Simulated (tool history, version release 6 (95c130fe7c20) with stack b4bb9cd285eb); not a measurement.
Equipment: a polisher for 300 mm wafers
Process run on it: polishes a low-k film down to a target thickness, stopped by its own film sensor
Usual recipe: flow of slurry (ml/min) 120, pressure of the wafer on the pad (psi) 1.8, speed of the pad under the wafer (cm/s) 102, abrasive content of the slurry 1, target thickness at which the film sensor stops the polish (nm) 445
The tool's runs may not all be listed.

| run | hour | flow of slurry (ml/min) | pressure of the wafer on the pad (psi) | speed of the pad under the wafer (cm/s) | abrasive content of the slurry | target thickness at which the film sensor stops the polish (nm) | incoming thickness of the incoming film, nm | time until the film sensor stopped the polish (s) |
|---|---|---|---|---|---|---|---|---|
| 1 | 0 | 120 | 1.8 | 102 | 1 | 445 | 466.6 | 64.8 |
| 2 | 85.7 | 120 | 1.8 | 102 | 1 | 445 | 462.5 | 52 |
|  | 125.5 | slurry blender recalibrated |
| 3 | 142.8 | 120 | 2.2 | 102 | 1 | 445 | 477.1 | 78.3 |
|  | 192.9 | worn pad replaced by a new one |
|  | 196.3 | conditioning disc replaced and pad reconditioned |
| 4 | 204.6 | 120 | 2.2 | 102 | 1 | 445 | 460.3 | 37.2 |
| 5 | 285.1 | 120 | 1.8 | 102 | 1 | 445 | 471.6 | 79.7 |
|  | 374 | slurry blender recalibrated |
|  | 431.3 | worn pad replaced by a new one |
| 6 | 529.9 | 145 | 2.1 | 102 | 1 | 445 | 473.6 | 70.6 |
|  | 540.8 | slurry nozzle cleaned |
| 7 | 568.4 | 145 | 2.1 | 102 | 1 | 445 | 465.8 | 51.3 |
|  | 640.4 | slurry blender recalibrated |
| 8 | 645.9 | 145 | 2.1 | 102 | 1 | 445 | 475.5 | 75.6 |
| 9 | 686.2 | 120 | 1.8 | 102 | 1 | 445 | 467.1 | 65.1 |
|  | 727.8 | conditioning disc replaced and pad reconditioned |
|  | 735.7 | worn pad replaced by a new one |
| 10 | 778.2 | 120 | 1.8 | 122 | 1.2 | 445 | 474 | 69.8 |
|  | 838.1 | head pressure recalibrated |
| 11 | 847.2 | 120 | 1.8 | 102 | 1 | 445 | 468.2 | 68.3 |
| 12 | 920.8 | 155 | 1.4 | 120 | 1.2 | 445 | 469.2 | 73.2 |
|  | 936.7 | slurry blender recalibrated |
| 13 | 966.8 | 95 | 2.4 | 102 | 1.1 | 440 | 463.1 | 53.7 |
|  | 977.7 | worn pad replaced by a new one |
| 14 | 1004.4 | 120 | 1.8 | 102 | 1 | 445 | 475.5 | 92.2 |
| 15 | 1108.3 | 120 | 1.8 | 102 | 1 | 445 | 468.6 | 71.1 |
|  | 1118.6 | slurry nozzle cleaned |
| 16 | 1159.7 | 85 | 1.8 | 92 | 1 | 439 | 469.2 | 106.9 |
|  | 1180.7 | slurry blender recalibrated |
|  | 1217.9 | worn pad replaced by a new one |
|  | 1264.8 | conditioning disc replaced and pad reconditioned |
| 17 | 1267.6 | 100 | 2.1 | 102 | 0.75 | 445 | 465.6 | 61.1 |
| 18 | 1351.2 | 120 | 2.3 | 112 | 1.2 | 453 | 466.8 | 28.1 |

What if the next run were any one of these 4? Each begins from the tool's condition after run 18:
| A | 1351.6 | 120 | 1.8 | 102 | 1 | 451 | 463.9 | ? |
| B | 1351.6 | 120 | 2.1 | 124 | 1 | 437 | 463.9 | ? |
| C | 1351.6 | 120 | 1.8 | 102 | 1 | 439 | 463.9 | ? |
| D | 1351.6 | 95 | 1.8 | 78 | 1 | 445 | 463.9 | ? |

| run | time until the film sensor stopped the polish (s) |
|---|---|
| A | 38.2 |
| B | 58.8 |
| C | 73.7 |
| D | 72.8 |
Without the tool's unlogged condition, the same runs would have read:
| run | time until the film sensor stopped the polish (s) |
|---|---|
| A | 38.2 |
| B | 58.8 |
| C | 73.7 |
| D | 72.8 |
